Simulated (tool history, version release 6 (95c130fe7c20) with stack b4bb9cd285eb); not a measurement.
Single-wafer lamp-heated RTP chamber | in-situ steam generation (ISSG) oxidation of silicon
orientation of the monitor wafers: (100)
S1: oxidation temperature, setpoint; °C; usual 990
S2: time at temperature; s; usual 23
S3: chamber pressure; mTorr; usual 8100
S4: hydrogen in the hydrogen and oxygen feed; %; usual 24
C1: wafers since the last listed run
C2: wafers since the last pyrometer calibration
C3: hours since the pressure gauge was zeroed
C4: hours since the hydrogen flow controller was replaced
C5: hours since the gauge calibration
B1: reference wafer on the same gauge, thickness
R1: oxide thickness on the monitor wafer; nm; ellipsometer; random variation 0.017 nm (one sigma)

| run | hour | S1 | S2 | S3 | S4 | C1 | C2 | C3 | C4 | C5 | B1 | R1 |
|---|---|---|---|---|---|---|---|---|---|---|---|---|
| 1 | 0 | 990 | 23 | 8100 | 24 | 0 | 2640 | 1545.5 | 1510.5 | 80.3 | 5.717 | 5.979 |
| 2 | 46.9 | 990 | 18 | 8100 | 24 | 316 | 2957 | 1592.4 | 1557.4 | 127.2 | 5.723 | 5.328 |
| 3 | 136 | 990 | 23 | 8100 | 24 | 601 | 3559 | 1681.5 | 1646.5 | 216.3 | 5.72 | 5.999 |
| 4 | 181.4 | 990 | 23 | 8100 | 24 | 306 | 3865 | 1726.9 | 1691.9 | 261.7 | 5.72 | 5.985 |
| 5 | 284.7 | 990 | 23 | 8100 | 24 | 697 | 4563 | 1830.2 | 1795.2 | 365 | 5.715 | 5.98 |
| 6 | 377.3 | 990 | 23 | 8100 | 24 | 625 | 5188 | 1922.8 | 1887.8 | 457.6 | 5.719 | 6.014 |
| 7 | 458.1 | 990 | 23 | 8100 | 24 | 545 | 5734 | 2003.6 | 1968.6 | 538.4 | 5.718 | 6.01 |
| 8 | 502.3 | 990 | 23 | 8100 | 24 | 298 | 6032 | 2047.8 | 2012.8 | 582.6 | 5.723 | 6.039 |
| 9 | 599.8 | 990 | 23 | 8100 | 24 | 658 | 6691 | 2145.3 | 2110.3 | 680.1 | 5.72 | 6.033 |
|  | 662.7 | hydrogen flow controller replaced |
| 10 | 685.9 | 990 | 23 | 8100 | 24 | 527 | 7218 | 2231.4 | 23.2 | 766.2 | 5.72 | 6.065 |
| 11 | 728.4 | 990 | 23 | 8100 | 24 | 286 | 7505 | 2273.9 | 65.7 | 808.7 | 5.721 | 6.087 |
|  | 747.3 | pressure gauge zeroed |
| 12 | 802 | 982 | 31 | 8100 | 15 | 442 | 7948 | 54.7 | 139.3 | 882.3 | 5.717 | 6.125 |
|  | 866.8 | gauge calibrated |
|  | 871 | pyrometer window cleaned and pyrometer calibrated |
| 13 | 896.2 | 981 | 28 | 7100 | 16 | 582 | 169 | 148.9 | 233.5 | 29.4 | 5.718 | 5.75 |
| 14 | 1003.8 | 979 | 29 | 6900 | 32 | 726 | 896 | 256.5 | 341.1 | 137 | 5.723 | 6.836 |
| 15 | 1090.5 | 999 | 23 | 7400 | 24 | 585 | 1482 | 343.2 | 427.8 | 223.7 | 5.727 | 6.173 |
| 16 | 1195.2 | 990 | 23 | 8100 | 24 | 707 | 2189 | 447.9 | 532.5 | 328.4 | 5.717 | 5.968 |
| 17 | 1247.8 | 990 | 23 | 8100 | 24 | 355 | 2544 | 500.5 | 585.1 | 381 | 5.722 | 5.951 |
| 18 | 1290.3 | 990 | 23 | 8100 | 24 | 286 | 2831 | 543 | 627.6 | 423.5 | 5.724 | 5.925 |
| 19 | 1376.7 | 990 | 23 | 8100 | 24 | 583 | 3414 | 629.4 | 714 | 509.9 | 5.716 | 5.972 |
| 20 | 1448.5 | 990 | 31 | 8800 | 24 | 484 | 3899 | 701.2 | 785.8 | 581.7 | 5.719 | 6.867 |
| 21 | 1547.1 | 990 | 23 | 8100 | 15 | 665 | 4565 | 799.8 | 884.4 | 680.3 | 5.714 | 5.389 |
| 22 | 1586.1 | 990 | 20 | 8100 | 24 | 263 | 4828 | 838.8 | 923.4 | 719.3 | 5.719 | 5.633 |

Forecast each of these 5 alternatives for the next run:
| A | 1586.5 | 990 | 23 | 8100 | 20 | 2 | 4831 | 839.2 | 923.8 | 719.7 | ? | ? |
| B | 1586.5 | 981 | 20 | 9400 | 16 | 2 | 4831 | 839.2 | 923.8 | 719.7 | ? | ? |
| C | 1586.5 | 980 | 14 | 7700 | 28 | 2 | 4831 | 839.2 | 923.8 | 719.7 | ? | ? |
| D | 1586.5 | 996 | 27 | 8100 | 16 | 2 | 4831 | 839.2 | 923.8 | 719.7 | ? | ? |
| E | 1586.5 | 990 | 14 | 8100 | 24 | 2 | 4831 | 839.2 | 923.8 | 719.7 | ? | ? |

| run | B1 | R1 |
|---|---|---|
| A | 5.718 | 5.741 |
| B | 5.718 | 4.904 |
| C | 5.718 | 4.857 |
| D | 5.718 | 6.056 |
| E | 5.718 | 4.812 |
Without the tool's hidden state the same runs would have given:
| run | R1 |
|---|---|
| A | 5.699 |
| B | 4.871 |
| C | 4.828 |
| D | 6.008 |
| E | 4.781 |
